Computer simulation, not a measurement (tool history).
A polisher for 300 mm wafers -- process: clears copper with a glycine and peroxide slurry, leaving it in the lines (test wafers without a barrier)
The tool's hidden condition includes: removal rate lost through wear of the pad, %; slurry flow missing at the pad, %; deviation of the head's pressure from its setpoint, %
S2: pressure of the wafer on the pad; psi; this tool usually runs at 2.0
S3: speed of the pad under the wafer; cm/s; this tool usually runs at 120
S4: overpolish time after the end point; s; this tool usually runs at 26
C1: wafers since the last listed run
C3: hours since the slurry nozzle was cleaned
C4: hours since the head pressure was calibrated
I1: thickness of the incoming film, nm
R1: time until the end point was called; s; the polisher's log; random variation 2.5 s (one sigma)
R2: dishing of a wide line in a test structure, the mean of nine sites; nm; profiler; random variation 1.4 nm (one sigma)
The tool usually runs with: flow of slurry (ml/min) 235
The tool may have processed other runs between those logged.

Run 1, hour 0.0: usual settings but S3 108 cm/s; C1 0; wafers polished on this pad 462; C3 491.8; C4 194.0; I1 746.8. Result: R1 156.9 s, R2 59.2 nm.
Run 2, hour 30.1: usual settings; C1 192; wafers polished on this pad 655; C3 521.9; C4 224.1; I1 763.4. Result: R1 159.4 s, R2 62.0 nm.
Run 3, hour 46.2: usual settings but S3 142 cm/s; C1 102; wafers polished on this pad 757; C3 538.0; C4 240.2; I1 745.5. Result: R1 140.2 s, R2 61.5 nm.
Run 4, hour 66.3: usual settings but S3 142 cm/s; C1 128; wafers polished on this pad 886; C3 558.1; C4 260.3; I1 756.4. Result: R1 140.6 s, R2 61.4 nm.
Run 5, hour 97.0: usual settings but S3 142 cm/s; C1 196; wafers polished on this pad 1082; C3 588.8; C4 291.0; I1 743.4. Result: R1 142.8 s, R2 63.6 nm.
Run 6, hour 126.5: usual settings; C1 188; wafers polished on this pad 1271; C3 618.3; C4 320.5; I1 738.2. Result: R1 158.8 s, R2 57.7 nm.
At hour 130.8: worn pad replaced by a new one.
Run 7, hour 146.3: usual settings; C1 101; wafers polished on this pad 99; C3 638.1; C4 340.3; I1 745.4. Result: R1 147.3 s, R2 63.0 nm.
Run 8, hour 161.9: usual settings; C1 99; wafers polished on this pad 198; C3 653.7; C4 355.9; I1 761.3. Result: R1 153.2 s, R2 62.7 nm.
Run 9, hour 189.1: usual settings; C1 173; wafers polished on this pad 372; C3 680.9; C4 383.1; I1 749.7. Result: R1 153.4 s, R2 60.6 nm.
Run 10, hour 207.8: usual settings; C1 119; wafers polished on this pad 492; C3 699.6; C4 401.8; I1 754.1. Result: R1 150.0 s, R2 58.1 nm.
Run 11, hour 243.8: usual settings; C1 230; wafers polished on this pad 722; C3 735.6; C4 437.8; I1 744.9. Result: R1 152.2 s, R2 60.9 nm.
Run 12, hour 265.0: usual settings; C1 135; wafers polished on this pad 857; C3 756.8; C4 459.0; I1 748.1. Result: R1 155.8 s, R2 58.6 nm.
Run 13, hour 288.1: usual settings; C1 147; wafers polished on this pad 1005; C3 779.9; C4 482.1; I1 751.8. Result: R1 158.3 s, R2 55.9 nm.
Run 14, hour 318.8: usual settings; C1 196; wafers polished on this pad 1201; C3 810.6; C4 512.8; I1 757.5. Result: R1 165.4 s, R2 57.5 nm.
At hour 343.5: worn pad replaced by a new one.
Run 15, hour 346.3: usual settings; C1 150; wafers polished on this pad 17; C3 838.1; C4 540.3; I1 753.5. Result: R1 149.0 s, R2 59.0 nm.
Run 16, hour 380.8: usual settings but flow of slurry (ml/min) 200, S2 1.8 psi; C1 220; wafers polished on this pad 238; C3 872.6; C4 574.8; I1 759.5. Result: R1 163.8 s, R2 56.3 nm.
Run 17, hour 402.3: usual settings but flow of slurry (ml/min) 200, S2 1.8 psi; C1 137; wafers polished on this pad 375; C3 894.1; C4 596.3; I1 744.8. Result: R1 163.1 s, R2 58.7 nm.
Run 18, hour 434.2: usual settings but flow of slurry (ml/min) 305, S3 108 cm/s; C1 203; wafers polished on this pad 579; C3 926.0; C4 628.2; I1 761.4. Result: R1 156.9 s, R2 60.2 nm.
Run 19, hour 452.2: usual settings but S3 108 cm/s; C1 115; wafers polished on this pad 694; C3 944.0; C4 646.2; I1 760.1. Result: R1 158.7 s, R2 56.6 nm.
Run 20, hour 464.5: usual settings but S2 1.8 psi, S4 22 s; C1 78; wafers polished on this pad 773; C3 956.3; C4 658.5; I1 738.2. Result: R1 159.6 s, R2 49.7 nm.
At hour 475.9: slurry nozzle cleaned.
Run 21, hour 492.3: usual settings but flow of slurry (ml/min) 290, S2 2.6 psi, S3 136 cm/s; C1 171; wafers polished on this pad 944; C3 16.4; C4 686.3; I1 758.2. Result: R1 121.3 s, R2 69.6 nm.
Run 22, hour 524.7: usual settings but flow of slurry (ml/min) 160, S2 1.4 psi, S3 94 cm/s, S4 13 s; C1 207; wafers polished on this pad 1152; C3 48.8; C4 718.7; I1 746.8. Result: R1 238.7 s, R2 24.7 nm.
At hour 540.5: worn pad replaced by a new one.
Run 23, hour 541.7: usual settings but S2 1.8 psi, S4 21 s; C1 83; wafers polished on this pad 7; C3 65.8; C4 735.7; I1 743.4. Result: R1 156.5 s, R2 46.5 nm.
Run 24, hour 573.3: usual settings; C1 202; wafers polished on this pad 209; C3 97.4; C4 767.3; I1 754.6. Result: R1 151.5 s, R2 60.5 nm.
At hour 587.2: head pressure recalibrated.
Run 25, hour 607.9: usual settings but S2 2.3 psi, S3 156 cm/s, S4 35 s; C1 208; wafers polished on this pad 418; C3 132.0; C4 20.7; I1 737.7. Result: R1 113.4 s, R2 80.0 nm.
Run 26, hour 643.3: usual settings but flow of slurry (ml/min) 190, S2 2.4 psi, S3 138 cm/s; C1 226; wafers polished on this pad 644; C3 167.4; C4 56.1; I1 733.0. Result: R1 120.2 s, R2 68.7 nm.
Run 27, hour 667.8: usual settings; C1 156; wafers polished on this pad 801; C3 191.9; C4 80.6; I1 756.2. Result: R1 156.5 s, R2 57.9 nm.
Run 28, hour 682.5: usual settings but flow of slurry (ml/min) 160; C1 93; wafers polished on this pad 895; C3 206.6; C4 95.3; I1 756.0. Result: R1 166.5 s, R2 59.8 nm.
Run 29, hour 702.5: usual settings but flow of slurry (ml/min) 310; C1 127; wafers polished on this pad 1022; C3 226.6; C4 115.3; I1 750.3. Result: R1 158.4 s, R2 57.8 nm.
Run 30, hour 726.9: usual settings but S3 142 cm/s; C1 155; wafers polished on this pad 1178; C3 251.0; C4 139.7; I1 747.2. Result: R1 150.5 s, R2 60.9 nm.
At hour 749.1: worn pad replaced by a new one.
Run 31, hour 761.1: usual settings but flow of slurry (ml/min) 305; C1 193; wafers polished on this pad 77; C3 285.2; C4 173.9; I1 762.0. Result: R1 148.2 s, R2 59.2 nm.
Run 32, hour 780.8: usual settings but S2 1.8 psi, S4 33 s; C1 125; wafers polished on this pad 202; C3 304.9; C4 193.6; I1 755.2. Result: R1 165.8 s, R2 62.9 nm.
Run 33, hour 807.2: usual settings but S3 154 cm/s, S4 42 s; C1 168; wafers polished on this pad 371; C3 331.3; C4 220.0; I1 747.1. Result: R1 130.6 s, R2 78.9 nm.
Run 34, hour 828.8: usual settings but S2 2.2 psi, S3 82 cm/s, S4 20 s; C1 138; wafers polished on this pad 509; C3 352.9; C4 241.6; I1 742.7. Result: R1 171.4 s, R2 47.2 nm.

What was the tool's hidden state at every run in the log?
slurry flow missing at the pad, %: 0 across all the runs
deviation of the head's pressure from its setpoint, %: 0 across all the runs
H1: removal rate lost through wear of the pad, %
run     H1
  1   1.51
  2   2.89
  3   3.83
  4   5.18
  5   7.67
  6   10.5
  7   2.28
  8   2.47
  9   3.11
 10   3.78
 11   5.57
 12   6.95
 13   8.72
 14   11.5
 15  0.905
 16   1.27
 17   1.81
 18   3.06
 19   4.01
 20   4.75
 21   6.72
 22   9.53
 23   2.18
 24   2.46
 25   3.37
 26   4.95
 27   6.43
 28   7.47
 29   9.07
 30   11.3
 31   2.73
 32   2.96
 33   3.58
 34   4.36
